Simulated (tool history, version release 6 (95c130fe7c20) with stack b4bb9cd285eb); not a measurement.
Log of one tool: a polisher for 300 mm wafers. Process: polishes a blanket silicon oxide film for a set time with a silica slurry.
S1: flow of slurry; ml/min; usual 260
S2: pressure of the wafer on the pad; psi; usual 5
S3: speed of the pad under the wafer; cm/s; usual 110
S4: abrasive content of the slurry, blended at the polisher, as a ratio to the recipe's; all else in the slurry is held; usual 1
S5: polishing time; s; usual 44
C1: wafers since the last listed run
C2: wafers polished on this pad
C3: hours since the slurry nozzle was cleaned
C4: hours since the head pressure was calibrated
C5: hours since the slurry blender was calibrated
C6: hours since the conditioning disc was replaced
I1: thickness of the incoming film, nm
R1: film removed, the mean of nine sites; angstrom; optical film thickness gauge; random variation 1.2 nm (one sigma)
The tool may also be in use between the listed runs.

run	hour	S1	S2	S3	S4	S5	C1	C2	C3	C4	C5	C6	I1	R1
1	0	260	5	110	0.8	44	0	3285	264	396	73.4	308.2	918.1	1556
2	37.3	260	5	110	1	44	265	3551	301.3	433.3	110.7	345.5	913.8	1630
3	120.3	260	4.1	110	1	44	591	4143	384.3	516.3	193.7	428.5	920.3	1358
4	220.4	260	4.1	110	1	44	713	4857	484.4	616.4	293.8	528.6	912.8	1395
5	279.3	260	5.7	110	1	44	419	5277	543.3	675.3	352.7	587.5	918.4	1939
# hour 330.5: worn pad replaced by a new one, of another model than before
# hour 351.6: head pressure recalibrated
6	379.9	260	4.2	110	0.85	34	674	337	643.9	28.3	453.3	688.1	911	1062
# hour 438.1: conditioning disc replaced and pad reconditioned
# hour 567: slurry blender recalibrated
# hour 584.5: slurry nozzle cleaned
7	634.8	260	6.2	110	1	36	1781	2119	50.3	283.2	67.8	196.7	892.2	1552
8	728.2	260	5.9	110	1.2	44	665	2785	143.7	376.6	161.2	290.1	924.6	1899
9	795.3	330	5	110	1	55	478	3263	210.8	443.7	228.3	357.2	914.1	2089
10	840.7	260	5	110	1	44	323	3587	256.2	489.1	273.7	402.6	925.3	1641
11	939.8	260	5	110	1	44	706	4293	355.3	588.2	372.8	501.7	896.9	1671
# hour 977.6: head pressure recalibrated
12	1016	260	6.4	110	1	49	529	4822	431.5	38.4	449	577.9	893.6	2117
# hour 1026: worn pad replaced by a new one
13	1108.7	325	5	84	0.75	44	632	589	524.2	131.1	541.7	670.6	908.9	1329
# hour 1126.6: conditioning disc replaced and pad reconditioned
14	1173.6	260	5	110	1	44	448	1038	589.1	196	606.6	47	910.5	1611
# hour 1198.2: slurry blender recalibrated
15	1263.1	260	5	110	1	44	623	1662	678.6	285.5	64.9	136.5	920.1	1627
16	1313.2	260	5	110	1	58	357	2019	728.7	335.6	115	186.6	904.1	2105
17	1371	260	5	82	0.7	44	412	2431	786.5	393.4	172.8	244.4	900.8	1269
18	1439.7	310	4	136	1	37	489	2921	855.2	462.1	241.5	313.1	909.5	1374
# hour 1476.3: slurry nozzle cleaned
19	1513.7	295	6.3	84	1	51	520	3441	37.4	536.1	315.5	387.1	913.7	1960
20	1556.5	260	5	110	1	44	305	3746	80.2	578.9	358.3	429.9	903	1664

Run 21 comes next. What will it give?
21	1648.5	260	5	110	1	44	655	4402	172.2	670.9	450.3	521.9	919.7	?

{"run 21": {"R1": 1650}}
Without the tool's hidden state the same run would have given R1 1588 angstrom.
